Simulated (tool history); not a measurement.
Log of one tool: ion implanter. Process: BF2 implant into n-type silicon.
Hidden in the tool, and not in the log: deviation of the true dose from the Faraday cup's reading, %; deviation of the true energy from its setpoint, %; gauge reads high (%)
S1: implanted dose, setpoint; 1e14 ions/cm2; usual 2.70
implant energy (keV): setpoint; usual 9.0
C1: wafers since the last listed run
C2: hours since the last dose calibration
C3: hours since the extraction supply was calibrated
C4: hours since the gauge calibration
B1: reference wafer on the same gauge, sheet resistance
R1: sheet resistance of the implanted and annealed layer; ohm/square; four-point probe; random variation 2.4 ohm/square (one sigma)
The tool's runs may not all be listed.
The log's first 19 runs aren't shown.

Run 20, hour 516.4: usual settings; C1 335; C2 16.0; C3 216.2; C4 802.3; B1 503.40. Result: R1 518.79 ohm/square.
Run 21, hour 532.5: usual settings but S1 2.13 1e14 ions/cm2; C1 348; C2 32.1; C3 232.3; C4 818.4; B1 502.58. Result: R1 631.64 ohm/square.
Run 22, hour 552.1: usual settings but S1 2.87 1e14 ions/cm2; C1 424; C2 51.7; C3 251.9; C4 838.0; B1 502.79. Result: R1 502.83 ohm/square.
Run 23, hour 576.3: usual settings but S1 2.24 1e14 ions/cm2, implant energy (keV) 11.0; C1 524; C2 75.9; C3 276.1; C4 862.2; B1 502.68. Result: R1 584.75 ohm/square.
Run 24, hour 609.8: usual settings but S1 2.14 1e14 ions/cm2, implant energy (keV) 8.0; C1 725; C2 109.4; C3 309.6; C4 895.7; B1 503.88. Result: R1 641.36 ohm/square.
At hour 644.2: gauge calibrated.
Run 25, hour 700.9: usual settings but S1 2.29 1e14 ions/cm2, implant energy (keV) 6.5; C1 1973; C2 200.5; C3 400.7; C4 56.7; B1 502.54. Result: R1 636.79 ohm/square.
Run 26, hour 724.6: usual settings but implant energy (keV) 10.5; C1 513; C2 224.2; C3 424.4; C4 80.4; B1 503.04. Result: R1 507.07 ohm/square.
Run 27, hour 740.9: usual settings but S1 3.50 1e14 ions/cm2, implant energy (keV) 8.0; C1 353; C2 240.5; C3 440.7; C4 96.7; B1 503.21. Result: R1 450.39 ohm/square.
Run 28, hour 771.1: usual settings; C1 654; C2 270.7; C3 470.9; C4 126.9; B1 503.33. Result: R1 531.13 ohm/square.
Run 29, hour 806.4: usual settings but S1 2.96 1e14 ions/cm2, implant energy (keV) 10.5; C1 764; C2 306.0; C3 506.2; C4 162.2; B1 503.01. Result: R1 473.10 ohm/square.
Run 30, hour 825.5: usual settings but S1 2.40 1e14 ions/cm2; C1 413; C2 325.1; C3 525.3; C4 181.3; B1 502.59. Result: R1 575.06 ohm/square.
Run 31, hour 839.9: usual settings but implant energy (keV) 12.0; C1 311; C2 339.5; C3 539.7; C4 195.7; B1 503.48. Result: R1 496.69 ohm/square.
Run 32, hour 856.6: usual settings; C1 361; C2 356.2; C3 556.4; C4 212.4; B1 501.92. Result: R1 526.83 ohm/square.
Run 33, hour 883.0: usual settings but implant energy (keV) 7.0; C1 571; C2 382.6; C3 582.8; C4 238.8; B1 503.34. Result: R1 555.47 ohm/square.
Run 34, hour 911.9: usual settings but implant energy (keV) 11.5; C1 626; C2 411.5; C3 611.7; C4 267.7; B1 503.36. Result: R1 506.34 ohm/square.
Run 35, hour 941.6: usual settings but S1 1.96 1e14 ions/cm2, implant energy (keV) 11.5; C1 643; C2 441.2; C3 641.4; C4 297.4; B1 502.95. Result: R1 657.15 ohm/square.
Run 36, hour 969.8: usual settings but S1 2.43 1e14 ions/cm2, implant energy (keV) 11.5; C1 610; C2 469.4; C3 669.6; C4 325.6; B1 502.76. Result: R1 551.11 ohm/square.

5 ways to go on from here, each from the tool as it stands after run 36. What would each give?
Run A, hour 970.2: usual settings but S1 3.30 1e14 ions/cm2; C1 8; C2 469.8; C3 670.0; C4 326.0; B1 ?. Result: R1 ?.
Run B, hour 970.2: usual settings but S1 2.27 1e14 ions/cm2, implant energy (keV) 6.0; C1 8; C2 469.8; C3 670.0; C4 326.0; B1 ?. Result: R1 ?.
Run C, hour 970.2: usual settings but implant energy (keV) 8.0; C1 8; C2 469.8; C3 670.0; C4 326.0; B1 ?. Result: R1 ?.
Run D, hour 970.2: usual settings but S1 3.02 1e14 ions/cm2, implant energy (keV) 11.5; C1 8; C2 469.8; C3 670.0; C4 326.0; B1 ?. Result: R1 ?.
Run E, hour 970.2: usual settings but S1 2.31 1e14 ions/cm2, implant energy (keV) 7.5; C1 8; C2 469.8; C3 670.0; C4 326.0; B1 ?. Result: R1 ?.

run      B1      R1
  A  503.06  457.18
  B  503.06  664.75
  C  503.06  542.75
  D  503.06  461.02
  E  503.06  619.49
Without the tool's hidden state the same runs would have given:
run      R1
  A  448.19
  B  650.87
  C  531.26
  D  450.97
  E  605.79
